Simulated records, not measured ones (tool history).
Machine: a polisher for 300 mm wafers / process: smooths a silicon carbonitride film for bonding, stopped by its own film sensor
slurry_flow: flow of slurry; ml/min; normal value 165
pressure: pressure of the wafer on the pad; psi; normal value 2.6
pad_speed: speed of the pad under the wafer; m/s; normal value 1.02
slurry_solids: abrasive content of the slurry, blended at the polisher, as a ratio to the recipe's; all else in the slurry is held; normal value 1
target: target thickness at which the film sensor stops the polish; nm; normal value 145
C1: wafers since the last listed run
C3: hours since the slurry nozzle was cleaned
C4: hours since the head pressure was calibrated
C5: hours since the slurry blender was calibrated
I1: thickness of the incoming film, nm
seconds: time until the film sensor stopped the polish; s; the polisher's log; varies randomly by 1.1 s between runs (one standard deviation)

run 1 hour=0 | slurry_flow=165 pressure=2.6 pad_speed=1.02 slurry_solids=1 target=145 | C1=0 wafers_polished_on_this_pad=91 C3=316.5 C4=440.9 C5=281.7 | I1=168.7 | seconds=82.8
-- hour=9.5 slurry blender recalibrated
-- hour=17.1 head pressure recalibrated
-- hour=30.1 slurry nozzle cleaned
run 2 hour=64.6 | slurry_flow=165 pressure=2.6 pad_speed=1.02 slurry_solids=1 target=145 | C1=736 wafers_polished_on_this_pad=828 C3=34.5 C4=47.5 C5=55.1 | I1=173.5 | seconds=110.4
run 3 hour=129.2 | slurry_flow=165 pressure=2.6 pad_speed=1.02 slurry_solids=1 target=145 | C1=798 wafers_polished_on_this_pad=1626 C3=99.1 C4=112.1 C5=119.7 | I1=169.7 | seconds=90.6
run 4 hour=156.3 | slurry_flow=165 pressure=2.6 pad_speed=1.02 slurry_solids=1 target=145 | C1=334 wafers_polished_on_this_pad=1961 C3=126.2 C4=139.2 C5=146.8 | I1=170.8 | seconds=95.8
run 5 hour=181.2 | slurry_flow=165 pressure=2.6 pad_speed=1.02 slurry_solids=1 target=149 | C1=307 wafers_polished_on_this_pad=2269 C3=151.1 C4=164.1 C5=171.7 | I1=170.9 | seconds=80.1
-- hour=275.1 worn pad replaced by a new one
-- hour=300.2 slurry nozzle cleaned
run 6 hour=305.7 | slurry_flow=165 pressure=2.6 pad_speed=1.02 slurry_solids=1 target=149 | C1=1477 wafers_polished_on_this_pad=366 C3=5.5 C4=288.6 C5=296.2 | I1=167.8 | seconds=68.6
-- hour=319.4 slurry blender recalibrated
run 7 hour=375.5 | slurry_flow=165 pressure=2.2 pad_speed=1.02 slurry_solids=1 target=145 | C1=838 wafers_polished_on_this_pad=1204 C3=75.3 C4=358.4 C5=56.1 | I1=171.9 | seconds=110.4
run 8 hour=418.9 | slurry_flow=165 pressure=2.2 pad_speed=1.02 slurry_solids=1 target=145 | C1=536 wafers_polished_on_this_pad=1740 C3=118.7 C4=401.8 C5=99.5 | I1=169.6 | seconds=100.8
run 9 hour=461.6 | slurry_flow=165 pressure=2.2 pad_speed=1.02 slurry_solids=1 target=145 | C1=527 wafers_polished_on_this_pad=2268 C3=161.4 C4=444.5 C5=142.2 | I1=172.8 | seconds=111.5
run 10 hour=518.8 | slurry_flow=165 pressure=2.6 pad_speed=1.02 slurry_solids=1 target=145 | C1=707 wafers_polished_on_this_pad=2975 C3=218.6 C4=501.7 C5=199.4 | I1=170.4 | seconds=90.2
-- hour=545.4 worn pad replaced by a new one
run 11 hour=577 | slurry_flow=165 pressure=2.6 pad_speed=1.02 slurry_solids=1 target=145 | C1=669 wafers_polished_on_this_pad=390 C3=276.8 C4=559.9 C5=257.6 | I1=170 | seconds=85.9
-- hour=595.9 slurry nozzle cleaned
-- hour=599.8 head pressure recalibrated
run 12 hour=601.2 | slurry_flow=165 pressure=2.6 pad_speed=1.02 slurry_solids=1 target=145 | C1=262 wafers_polished_on_this_pad=652 C3=5.3 C4=1.4 C5=281.8 | I1=168.8 | seconds=103.9
-- hour=665.5 slurry blender recalibrated
run 13 hour=667.5 | slurry_flow=165 pressure=2.6 pad_speed=1.02 slurry_solids=1 target=145 | C1=794 wafers_polished_on_this_pad=1447 C3=71.6 C4=67.7 C5=2 | I1=171.1 | seconds=108.8
run 14 hour=723.8 | slurry_flow=165 pressure=2.6 pad_speed=0.68 slurry_solids=1.15 target=145 | C1=695 wafers_polished_on_this_pad=2143 C3=127.9 C4=124 C5=58.3 | I1=171.1 | seconds=135.5
run 15 hour=749.1 | slurry_flow=165 pressure=2.6 pad_speed=1.02 slurry_solids=1.2 target=141 | C1=312 wafers_polished_on_this_pad=2456 C3=153.2 C4=149.3 C5=83.6 | I1=171.9 | seconds=120.8
run 16 hour=775.5 | slurry_flow=115 pressure=1.7 pad_speed=0.92 slurry_solids=1 target=145 | C1=326 wafers_polished_on_this_pad=2782 C3=179.6 C4=175.7 C5=110 | I1=170.8 | seconds=174.8
run 17 hour=812.1 | slurry_flow=165 pressure=2.6 pad_speed=0.72 slurry_solids=1 target=142 | C1=452 wafers_polished_on_this_pad=3235 C3=216.2 C4=212.3 C5=146.6 | I1=169.1 | seconds=143.3
-- hour=839.2 worn pad replaced by a new one
run 18 hour=860.9 | slurry_flow=165 pressure=2.6 pad_speed=1.02 slurry_solids=1.25 target=150 | C1=553 wafers_polished_on_this_pad=268 C3=265 C4=261.1 C5=195.4 | I1=169.7 | seconds=72.5
-- hour=863.9 slurry nozzle cleaned
run 19 hour=905.8 | slurry_flow=140 pressure=3.5 pad_speed=1.02 slurry_solids=1 target=145 | C1=542 wafers_polished_on_this_pad=811 C3=41.9 C4=306 C5=240.3 | I1=173.5 | seconds=91.2
-- hour=912.2 head pressure recalibrated, repeated, since the last time left the tool worse
-- hour=938.4 slurry blender recalibrated
run 20 hour=952.1 | slurry_flow=140 pressure=3.3 pad_speed=1.02 slurry_solids=1.3 target=145 | C1=522 wafers_polished_on_this_pad=1333 C3=88.2 C4=39.9 C5=13.7 | I1=170.5 | seconds=69.6
-- hour=1125.5 worn pad replaced by a new one
run 21 hour=1126 | slurry_flow=165 pressure=2.6 pad_speed=1.02 slurry_solids=1 target=145 | C1=2100 wafers_polished_on_this_pad=5 C3=262.1 C4=213.8 C5=187.6 | I1=168.8 | seconds=84
-- hour=1180.1 slurry nozzle cleaned
run 22 hour=1277.1 | slurry_flow=125 pressure=2.3 pad_speed=0.8 slurry_solids=1 target=145 | C1=1855 wafers_polished_on_this_pad=1860 C3=97 C4=364.9 C5=338.7 | I1=169.5 | seconds=115.5
-- hour=1281.5 slurry blender recalibrated
run 23 hour=1342.8 | slurry_flow=110 pressure=2.9 pad_speed=1.34 slurry_solids=1 target=145 | C1=787 wafers_polished_on_this_pad=2648 C3=162.7 C4=430.6 C5=61.3 | I1=170.6 | seconds=70.7
run 24 hour=1376.6 | slurry_flow=165 pressure=2.6 pad_speed=1.02 slurry_solids=1 target=145 | C1=417 wafers_polished_on_this_pad=3066 C3=196.5 C4=464.4 C5=95.1 | I1=169 | seconds=81.4
-- hour=1414.2 worn pad replaced by a new one
run 25 hour=1432.8 | slurry_flow=210 pressure=2.4 pad_speed=1.02 slurry_solids=1 target=149 | C1=645 wafers_polished_on_this_pad=230 C3=252.7 C4=520.6 C5=151.3 | I1=173.1 | seconds=83.6
run 26 hour=1468.1 | slurry_flow=165 pressure=2.6 pad_speed=1.02 slurry_solids=1 target=145 | C1=436 wafers_polished_on_this_pad=666 C3=288 C4=555.9 C5=186.6 | I1=170 | seconds=84.4
-- hour=1487.1 slurry nozzle cleaned
-- hour=1498.7 head pressure recalibrated
run 27 hour=1529.2 | slurry_flow=165 pressure=2.6 pad_speed=1.02 slurry_solids=1 target=145 | C1=718 wafers_polished_on_this_pad=1384 C3=42.1 C4=30.5 C5=247.7 | I1=172.9 | seconds=104.9

Predict each of these 5 candidate next runs independently; none follows another, all start after run 27:
run A hour=1529.6 | slurry_flow=165 pressure=2.6 pad_speed=1.02 slurry_solids=1 target=145 | C1=4 wafers_polished_on_this_pad=1389 C3=42.5 C4=30.9 C5=248.1 | I1=169.2 | seconds=?
run B hour=1529.6 | slurry_flow=185 pressure=3.5 pad_speed=1.02 slurry_solids=0.85 target=153 | C1=4 wafers_polished_on_this_pad=1389 C3=42.5 C4=30.9 C5=248.1 | I1=169.2 | seconds=?
run C hour=1529.6 | slurry_flow=165 pressure=2.3 pad_speed=1.02 slurry_solids=1 target=145 | C1=4 wafers_polished_on_this_pad=1389 C3=42.5 C4=30.9 C5=248.1 | I1=169.2 | seconds=?
run D hour=1529.6 | slurry_flow=165 pressure=2.6 pad_speed=1.28 slurry_solids=1.1 target=152 | C1=4 wafers_polished_on_this_pad=1389 C3=42.5 C4=30.9 C5=248.1 | I1=169.2 | seconds=?
run E hour=1529.6 | slurry_flow=165 pressure=2.6 pad_speed=1.02 slurry_solids=1 target=137 | C1=4 wafers_polished_on_this_pad=1389 C3=42.5 C4=30.9 C5=248.1 | I1=169.2 | seconds=?

run=A seconds=89.2
run=B seconds=49.1
run=C seconds=99.2
run=D seconds=51.6
run=E seconds=118.6
Without the tool's hidden state the same runs would have given:
run=A seconds=90.5
run=B seconds=49.8
run=C seconds=100.7
run=D seconds=52.4
run=E seconds=120.5

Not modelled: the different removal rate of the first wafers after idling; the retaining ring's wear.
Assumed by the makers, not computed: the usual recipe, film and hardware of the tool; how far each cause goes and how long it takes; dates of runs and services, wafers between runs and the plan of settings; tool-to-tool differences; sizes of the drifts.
